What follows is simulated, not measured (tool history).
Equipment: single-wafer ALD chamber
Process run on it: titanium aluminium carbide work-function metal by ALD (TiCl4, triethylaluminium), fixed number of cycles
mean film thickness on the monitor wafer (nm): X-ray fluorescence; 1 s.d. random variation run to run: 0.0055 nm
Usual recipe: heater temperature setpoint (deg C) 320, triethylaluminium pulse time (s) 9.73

run,hour,heater temperature setpoint (deg C),triethylaluminium pulse time (s),"read-back reference wafer on the same gauge, thickness_nm",mean film thickness on the monitor wafer (nm)
1,0.0,320,9.73,2.441,2.103
2,7.2,320,9.73,2.441,2.108
3,21.2,320,9.73,2.439,2.105
4,30.5,320,12.62,2.438,2.183
5,37.9,320,12.62,2.440,2.189
6,47.0,320,12.62,2.443,2.175
7,57.8,320,9.73,2.440,2.108
8,75.2,320,9.73,2.438,2.092
# hour 94.3: showerhead replaced
9,94.8,320,9.73,2.443,2.092
10,101.7,320,7.52,2.440,1.974
# hour 111.3: gauge calibrated
11,116.4,310,6.14,2.439,1.761
12,123.3,320,9.73,2.441,2.089

For run 13, what comes out?
13,137.9,326,12.66,?,?

read-back reference wafer on the same gauge, thickness_nm: 2.442
mean film thickness on the monitor wafer (nm): 2.222
Were there no unlogged condition in the tool, this run, its random variation unchanged, would have produced mean film thickness on the monitor wafer (nm) 2.287.

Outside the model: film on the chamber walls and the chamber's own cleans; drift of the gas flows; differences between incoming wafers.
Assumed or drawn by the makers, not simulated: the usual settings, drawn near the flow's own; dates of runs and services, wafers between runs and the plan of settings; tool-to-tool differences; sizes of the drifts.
